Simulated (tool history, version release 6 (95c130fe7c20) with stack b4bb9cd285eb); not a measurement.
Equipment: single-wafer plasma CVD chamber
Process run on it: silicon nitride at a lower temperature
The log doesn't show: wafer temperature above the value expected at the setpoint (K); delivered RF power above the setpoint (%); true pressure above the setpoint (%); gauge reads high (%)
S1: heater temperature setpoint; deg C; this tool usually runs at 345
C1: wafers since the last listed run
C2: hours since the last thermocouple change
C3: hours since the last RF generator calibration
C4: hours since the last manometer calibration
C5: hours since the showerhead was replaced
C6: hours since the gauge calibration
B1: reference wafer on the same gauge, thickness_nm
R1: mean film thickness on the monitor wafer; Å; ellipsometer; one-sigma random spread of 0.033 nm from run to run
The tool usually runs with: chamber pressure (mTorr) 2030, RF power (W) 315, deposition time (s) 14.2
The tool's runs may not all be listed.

{"run": 1, "hour": 0.0, "S1": 345, "chamber pressure (mTorr)": 2030, "RF power (W)": 315, "deposition time (s)": 14.2, "C1": 0, "C2": 2024.6, "C3": 1975.4, "C4": 1116.5, "C5": 2347.9, "C6": 713.2, "B1": 17.302, "R1": 141.47}
{"run": 2, "hour": 50.3, "S1": 345, "chamber pressure (mTorr)": 2030, "RF power (W)": 315, "deposition time (s)": 14.2, "C1": 1773, "C2": 2074.9, "C3": 2025.7, "C4": 1166.8, "C5": 2398.2, "C6": 763.5, "B1": 17.301, "R1": 141.27}
{"hour": 101.5, "done": "thermocouple changed; heater temperature recalibrated"}
{"run": 3, "hour": 102.0, "S1": 345, "chamber pressure (mTorr)": 2030, "RF power (W)": 315, "deposition time (s)": 14.2, "C1": 1541, "C2": 0.5, "C3": 2077.4, "C4": 1218.5, "C5": 2449.9, "C6": 815.2, "B1": 17.3, "R1": 141.76}
{"run": 4, "hour": 153.8, "S1": 345, "chamber pressure (mTorr)": 2030, "RF power (W)": 315, "deposition time (s)": 14.2, "C1": 1826, "C2": 52.3, "C3": 2129.2, "C4": 1270.3, "C5": 2501.7, "C6": 867.0, "B1": 17.307, "R1": 140.88}
{"run": 5, "hour": 185.4, "S1": 345, "chamber pressure (mTorr)": 2030, "RF power (W)": 315, "deposition time (s)": 14.2, "C1": 1114, "C2": 83.9, "C3": 2160.8, "C4": 1301.9, "C5": 2533.3, "C6": 898.6, "B1": 17.295, "R1": 140.26}
{"hour": 215.6, "done": "capacitance manometer re-zeroed and calibrated"}
{"run": 6, "hour": 216.1, "S1": 345, "chamber pressure (mTorr)": 2030, "RF power (W)": 315, "deposition time (s)": 14.2, "C1": 800, "C2": 114.6, "C3": 2191.5, "C4": 0.5, "C5": 2564.0, "C6": 929.3, "B1": 17.302, "R1": 144.25}
{"hour": 227.5, "done": "RF generator calibrated"}
{"run": 7, "hour": 281.3, "S1": 345, "chamber pressure (mTorr)": 2030, "RF power (W)": 315, "deposition time (s)": 14.2, "C1": 2017, "C2": 179.8, "C3": 53.8, "C4": 65.7, "C5": 2629.2, "C6": 994.5, "B1": 17.304, "R1": 144.51}
{"run": 8, "hour": 311.6, "S1": 345, "chamber pressure (mTorr)": 2150, "RF power (W)": 285, "deposition time (s)": 14.2, "C1": 1068, "C2": 210.1, "C3": 84.1, "C4": 96.0, "C5": 2659.5, "C6": 1024.8, "B1": 17.293, "R1": 137.64}
{"run": 9, "hour": 344.5, "S1": 335, "chamber pressure (mTorr)": 2030, "RF power (W)": 315, "deposition time (s)": 16.1, "C1": 1160, "C2": 243.0, "C3": 117.0, "C4": 128.9, "C5": 2692.4, "C6": 1057.7, "B1": 17.302, "R1": 164.55}
{"hour": 366.4, "done": "showerhead replaced"}
{"run": 10, "hour": 409.6, "S1": 360, "chamber pressure (mTorr)": 1850, "RF power (W)": 345, "deposition time (s)": 12.1, "C1": 2013, "C2": 308.1, "C3": 182.1, "C4": 194.0, "C5": 43.2, "C6": 1122.8, "B1": 17.301, "R1": 125.65}
{"run": 11, "hour": 480.1, "S1": 354, "chamber pressure (mTorr)": 2030, "RF power (W)": 370, "deposition time (s)": 14.2, "C1": 2486, "C2": 378.6, "C3": 252.6, "C4": 264.5, "C5": 113.7, "C6": 1193.3, "B1": 17.301, "R1": 158.49}
{"run": 12, "hour": 507.6, "S1": 345, "chamber pressure (mTorr)": 2030, "RF power (W)": 315, "deposition time (s)": 14.2, "C1": 969, "C2": 406.1, "C3": 280.1, "C4": 292.0, "C5": 141.2, "C6": 1220.8, "B1": 17.304, "R1": 144.09}
{"run": 13, "hour": 533.3, "S1": 354, "chamber pressure (mTorr)": 2430, "RF power (W)": 290, "deposition time (s)": 15.5, "C1": 906, "C2": 431.8, "C3": 305.8, "C4": 317.7, "C5": 166.9, "C6": 1246.5, "B1": 17.299, "R1": 157.23}
{"hour": 570.4, "done": "gauge calibrated"}
{"run": 14, "hour": 597.9, "S1": 353, "chamber pressure (mTorr)": 2440, "RF power (W)": 375, "deposition time (s)": 15.5, "C1": 2278, "C2": 496.4, "C3": 370.4, "C4": 382.3, "C5": 231.5, "C6": 27.5, "B1": 17.298, "R1": 184.91}
{"run": 15, "hour": 756.5, "S1": 345, "chamber pressure (mTorr)": 2030, "RF power (W)": 315, "deposition time (s)": 14.2, "C1": 5592, "C2": 655.0, "C3": 529.0, "C4": 540.9, "C5": 390.1, "C6": 186.1, "B1": 17.299, "R1": 143.74}
{"run": 16, "hour": 828.3, "S1": 345, "chamber pressure (mTorr)": 2030, "RF power (W)": 315, "deposition time (s)": 14.2, "C1": 2531, "C2": 726.8, "C3": 600.8, "C4": 612.7, "C5": 461.9, "C6": 257.9, "B1": 17.307, "R1": 143.66}
{"run": 17, "hour": 868.9, "S1": 345, "chamber pressure (mTorr)": 2030, "RF power (W)": 315, "deposition time (s)": 14.2, "C1": 1431, "C2": 767.4, "C3": 641.4, "C4": 653.3, "C5": 502.5, "C6": 298.5, "B1": 17.299, "R1": 143.72}
{"run": 18, "hour": 913.5, "S1": 336, "chamber pressure (mTorr)": 2210, "RF power (W)": 255, "deposition time (s)": 14.2, "C1": 1572, "C2": 812.0, "C3": 686.0, "C4": 697.9, "C5": 547.1, "C6": 343.1, "B1": 17.3, "R1": 128.37}
{"run": 19, "hour": 964.1, "S1": 345, "chamber pressure (mTorr)": 2270, "RF power (W)": 315, "deposition time (s)": 16.7, "C1": 1784, "C2": 862.6, "C3": 736.6, "C4": 748.5, "C5": 597.7, "C6": 393.7, "B1": 17.302, "R1": 175.05}
{"run": 20, "hour": 1024.4, "S1": 345, "chamber pressure (mTorr)": 2030, "RF power (W)": 315, "deposition time (s)": 14.2, "C1": 2126, "C2": 922.9, "C3": 796.9, "C4": 808.8, "C5": 658.0, "C6": 454.0, "B1": 17.298, "R1": 142.67}
{"run": 21, "hour": 1052.1, "S1": 345, "chamber pressure (mTorr)": 2030, "RF power (W)": 355, "deposition time (s)": 13.4, "C1": 976, "C2": 950.6, "C3": 824.6, "C4": 836.5, "C5": 685.7, "C6": 481.7, "B1": 17.306, "R1": 146.21}
{"run": 22, "hour": 1109.9, "S1": 345, "chamber pressure (mTorr)": 2180, "RF power (W)": 315, "deposition time (s)": 17.0, "C1": 2038, "C2": 1008.4, "C3": 882.4, "C4": 894.3, "C5": 743.5, "C6": 539.5, "B1": 17.296, "R1": 175.77}
{"run": 23, "hour": 1158.6, "S1": 345, "chamber pressure (mTorr)": 1720, "RF power (W)": 380, "deposition time (s)": 14.2, "C1": 1717, "C2": 1057.1, "C3": 931.1, "C4": 943.0, "C5": 792.2, "C6": 588.2, "B1": 17.303, "R1": 151.41}
{"run": 24, "hour": 1230.1, "S1": 345, "chamber pressure (mTorr)": 2030, "RF power (W)": 340, "deposition time (s)": 12.5, "C1": 2521, "C2": 1128.6, "C3": 1002.6, "C4": 1014.5, "C5": 863.7, "C6": 659.7, "B1": 17.301, "R1": 131.83}
{"run": 25, "hour": 1265.2, "S1": 345, "chamber pressure (mTorr)": 2030, "RF power (W)": 315, "deposition time (s)": 14.2, "C1": 1237, "C2": 1163.7, "C3": 1037.7, "C4": 1049.6, "C5": 898.8, "C6": 694.8, "B1": 17.303, "R1": 142.39}
{"run": 26, "hour": 1309.3, "S1": 340, "chamber pressure (mTorr)": 2400, "RF power (W)": 315, "deposition time (s)": 12.1, "C1": 1555, "C2": 1207.8, "C3": 1081.8, "C4": 1093.7, "C5": 942.9, "C6": 738.9, "B1": 17.301, "R1": 128.28}
{"run": 27, "hour": 1350.0, "S1": 334, "chamber pressure (mTorr)": 1520, "RF power (W)": 315, "deposition time (s)": 14.2, "C1": 1435, "C2": 1248.5, "C3": 1122.5, "C4": 1134.4, "C5": 983.6, "C6": 779.6, "B1": 17.3, "R1": 128.51}
{"run": 28, "hour": 1378.1, "S1": 345, "chamber pressure (mTorr)": 2210, "RF power (W)": 315, "deposition time (s)": 14.2, "C1": 990, "C2": 1276.6, "C3": 1150.6, "C4": 1162.5, "C5": 1011.7, "C6": 807.7, "B1": 17.293, "R1": 145.81}

Each run again, without the hidden state but with its own random variation kept:
run=1 R1=143.67
run=2 R1=143.68
run=3 R1=144.41
run=4 R1=143.76
run=5 R1=143.28
run=6 R1=143.89
run=7 R1=144.16
run=8 R1=137.31
run=9 R1=164.17
run=10 R1=125.37
run=11 R1=158.22
run=12 R1=143.87
run=13 R1=157.05
run=14 R1=184.78
run=15 R1=143.85
run=16 R1=143.92
run=17 R1=144.06
run=18 R1=128.77
run=19 R1=175.74
run=20 R1=143.38
run=21 R1=147.02
run=22 R1=176.95
run=23 R1=152.70
run=24 R1=133.07
run=25 R1=143.86
run=26 R1=129.57
run=27 R1=130.33
run=28 R1=147.75
